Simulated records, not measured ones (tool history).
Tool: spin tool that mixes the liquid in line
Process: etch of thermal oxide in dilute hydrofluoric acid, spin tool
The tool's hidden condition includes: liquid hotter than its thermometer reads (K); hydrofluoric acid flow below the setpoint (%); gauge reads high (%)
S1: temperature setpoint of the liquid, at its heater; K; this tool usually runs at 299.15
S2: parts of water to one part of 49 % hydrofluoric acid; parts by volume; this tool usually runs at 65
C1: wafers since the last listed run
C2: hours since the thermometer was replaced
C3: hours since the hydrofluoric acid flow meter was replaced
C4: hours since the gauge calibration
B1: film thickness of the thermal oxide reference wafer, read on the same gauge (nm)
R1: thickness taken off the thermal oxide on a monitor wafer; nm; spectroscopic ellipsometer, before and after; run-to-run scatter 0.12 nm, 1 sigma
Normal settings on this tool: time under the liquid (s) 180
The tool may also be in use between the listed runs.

{"run": 1, "hour": 0.0, "S1": 299.15, "S2": 65, "time under the liquid (s)": 180, "C1": 0, "C2": 817.8, "C3": 742.9, "C4": 844.3, "B1": 139.98, "R1": 14.26}
{"run": 2, "hour": 25.7, "S1": 299.15, "S2": 65, "time under the liquid (s)": 180, "C1": 184, "C2": 843.5, "C3": 768.6, "C4": 870.0, "B1": 140.01, "R1": 14.33}
{"run": 3, "hour": 96.4, "S1": 299.15, "S2": 65, "time under the liquid (s)": 180, "C1": 507, "C2": 914.2, "C3": 839.3, "C4": 940.7, "B1": 139.98, "R1": 14.28}
{"run": 4, "hour": 164.9, "S1": 299.15, "S2": 65, "time under the liquid (s)": 180, "C1": 491, "C2": 982.7, "C3": 907.8, "C4": 1009.2, "B1": 139.98, "R1": 14.07}
{"run": 5, "hour": 198.2, "S1": 299.15, "S2": 65, "time under the liquid (s)": 180, "C1": 239, "C2": 1016.0, "C3": 941.1, "C4": 1042.5, "B1": 140.0, "R1": 14.28}
{"run": 6, "hour": 235.0, "S1": 299.15, "S2": 65, "time under the liquid (s)": 225, "C1": 264, "C2": 1052.8, "C3": 977.9, "C4": 1079.3, "B1": 140.03, "R1": 17.84}
{"run": 7, "hour": 300.7, "S1": 299.15, "S2": 65, "time under the liquid (s)": 225, "C1": 471, "C2": 1118.5, "C3": 1043.6, "C4": 1145.0, "B1": 140.0, "R1": 17.71}
{"run": 8, "hour": 331.3, "S1": 299.15, "S2": 65, "time under the liquid (s)": 225, "C1": 219, "C2": 1149.1, "C3": 1074.2, "C4": 1175.6, "B1": 139.99, "R1": 17.59}
{"run": 9, "hour": 381.6, "S1": 295.65, "S2": 50, "time under the liquid (s)": 180, "C1": 361, "C2": 1199.4, "C3": 1124.5, "C4": 1225.9, "B1": 139.99, "R1": 16.17}
{"run": 10, "hour": 429.0, "S1": 295.65, "S2": 50, "time under the liquid (s)": 180, "C1": 340, "C2": 1246.8, "C3": 1171.9, "C4": 1273.3, "B1": 140.01, "R1": 16.35}
{"run": 11, "hour": 459.6, "S1": 295.65, "S2": 50, "time under the liquid (s)": 180, "C1": 219, "C2": 1277.4, "C3": 1202.5, "C4": 1303.9, "B1": 140.0, "R1": 16.33}
{"run": 12, "hour": 492.6, "S1": 299.15, "S2": 65, "time under the liquid (s)": 180, "C1": 236, "C2": 1310.4, "C3": 1235.5, "C4": 1336.9, "B1": 140.0, "R1": 14.0}
{"hour": 501.2, "done": "gauge calibrated"}
{"run": 13, "hour": 545.0, "S1": 299.15, "S2": 65, "time under the liquid (s)": 180, "C1": 376, "C2": 1362.8, "C3": 1287.9, "C4": 43.8, "B1": 140.0, "R1": 13.95}
{"hour": 547.3, "done": "hydrofluoric acid flow meter replaced"}
{"run": 14, "hour": 598.3, "S1": 299.15, "S2": 65, "time under the liquid (s)": 180, "C1": 375, "C2": 1416.1, "C3": 51.0, "C4": 97.1, "B1": 140.0, "R1": 14.7}
{"run": 15, "hour": 632.5, "S1": 299.15, "S2": 65, "time under the liquid (s)": 125, "C1": 245, "C2": 1450.3, "C3": 85.2, "C4": 131.3, "B1": 139.99, "R1": 10.23}
{"run": 16, "hour": 665.0, "S1": 299.15, "S2": 65, "time under the liquid (s)": 180, "C1": 233, "C2": 1482.8, "C3": 117.7, "C4": 163.8, "B1": 139.99, "R1": 14.83}
{"hour": 785.6, "done": "thermometer replaced"}
{"run": 17, "hour": 804.2, "S1": 299.15, "S2": 40, "time under the liquid (s)": 80, "C1": 992, "C2": 18.6, "C3": 256.9, "C4": 303.0, "B1": 140.02, "R1": 10.8}
{"run": 18, "hour": 852.3, "S1": 295.65, "S2": 50, "time under the liquid (s)": 180, "C1": 345, "C2": 66.7, "C3": 305.0, "C4": 351.1, "B1": 140.02, "R1": 16.74}
{"run": 19, "hour": 918.5, "S1": 295.65, "S2": 90, "time under the liquid (s)": 180, "C1": 475, "C2": 132.9, "C3": 371.2, "C4": 417.3, "B1": 139.99, "R1": 8.87}
{"run": 20, "hour": 985.6, "S1": 303.15, "S2": 75, "time under the liquid (s)": 220, "C1": 481, "C2": 200.0, "C3": 438.3, "C4": 484.4, "B1": 140.01, "R1": 17.7}
{"run": 21, "hour": 1037.8, "S1": 296.65, "S2": 40, "time under the liquid (s)": 220, "C1": 374, "C2": 252.2, "C3": 490.5, "C4": 536.6, "B1": 140.01, "R1": 26.81}
{"run": 22, "hour": 1099.9, "S1": 303.15, "S2": 65, "time under the liquid (s)": 180, "C1": 445, "C2": 314.3, "C3": 552.6, "C4": 598.7, "B1": 139.98, "R1": 16.86}
{"run": 23, "hour": 1144.2, "S1": 299.15, "S2": 40, "time under the liquid (s)": 180, "C1": 318, "C2": 358.6, "C3": 596.9, "C4": 643.0, "B1": 140.0, "R1": 24.5}
{"run": 24, "hour": 1177.8, "S1": 294.65, "S2": 65, "time under the liquid (s)": 180, "C1": 241, "C2": 392.2, "C3": 630.5, "C4": 676.6, "B1": 140.02, "R1": 11.82}
{"run": 25, "hour": 1219.7, "S1": 299.15, "S2": 65, "time under the liquid (s)": 225, "C1": 300, "C2": 434.1, "C3": 672.4, "C4": 718.5, "B1": 140.02, "R1": 17.78}
{"run": 26, "hour": 1264.0, "S1": 299.15, "S2": 90, "time under the liquid (s)": 235, "C1": 318, "C2": 478.4, "C3": 716.7, "C4": 762.8, "B1": 140.01, "R1": 13.04}
{"run": 27, "hour": 1322.3, "S1": 299.15, "S2": 75, "time under the liquid (s)": 115, "C1": 418, "C2": 536.7, "C3": 775.0, "C4": 821.1, "B1": 140.0, "R1": 7.84}
{"run": 28, "hour": 1371.8, "S1": 299.15, "S2": 95, "time under the liquid (s)": 85, "C1": 355, "C2": 586.2, "C3": 824.5, "C4": 870.6, "B1": 140.0, "R1": 4.39}
{"run": 29, "hour": 1404.4, "S1": 299.15, "S2": 65, "time under the liquid (s)": 180, "C1": 234, "C2": 618.8, "C3": 857.1, "C4": 903.2, "B1": 140.0, "R1": 14.31}
{"run": 30, "hour": 1465.9, "S1": 299.15, "S2": 65, "time under the liquid (s)": 180, "C1": 441, "C2": 680.3, "C3": 918.6, "C4": 964.7, "B1": 140.01, "R1": 14.24}
{"run": 31, "hour": 1598.8, "S1": 295.65, "S2": 65, "time under the liquid (s)": 115, "C1": 954, "C2": 813.2, "C3": 1051.5, "C4": 1097.6, "B1": 140.01, "R1": 7.83}
{"run": 32, "hour": 1624.8, "S1": 296.15, "S2": 65, "time under the liquid (s)": 180, "C1": 186, "C2": 839.2, "C3": 1077.5, "C4": 1123.6, "B1": 140.0, "R1": 12.57}

5 options for the next run, each taken on its own from the tool as it stands now. Forecast them:
{"run": "A", "hour": 1625.3, "S1": 299.15, "S2": 90, "time under the liquid (s)": 180, "C1": 3, "C2": 839.7, "C3": 1078.0, "C4": 1124.1, "B1": "?", "R1": "?"}
{"run": "B", "hour": 1625.3, "S1": 304.15, "S2": 90, "time under the liquid (s)": 180, "C1": 3, "C2": 839.7, "C3": 1078.0, "C4": 1124.1, "B1": "?", "R1": "?"}
{"run": "C", "hour": 1625.3, "S1": 302.15, "S2": 75, "time under the liquid (s)": 270, "C1": 3, "C2": 839.7, "C3": 1078.0, "C4": 1124.1, "B1": "?", "R1": "?"}
{"run": "D", "hour": 1625.3, "S1": 297.15, "S2": 45, "time under the liquid (s)": 225, "C1": 3, "C2": 839.7, "C3": 1078.0, "C4": 1124.1, "B1": "?", "R1": "?"}
{"run": "E", "hour": 1625.3, "S1": 302.65, "S2": 90, "time under the liquid (s)": 240, "C1": 3, "C2": 839.7, "C3": 1078.0, "C4": 1124.1, "B1": "?", "R1": "?"}

run=A B1=139.97 R1=9.80
run=B B1=139.97 R1=11.86
run=C B1=139.97 R1=20.24
run=D B1=139.97 R1=24.06
run=E B1=139.97 R1=14.94
Without the tool's unlogged condition, the same runs would have read:
run=A R1=10.37
run=B R1=12.56
run=C R1=21.41
run=D R1=25.38
run=E R1=15.82
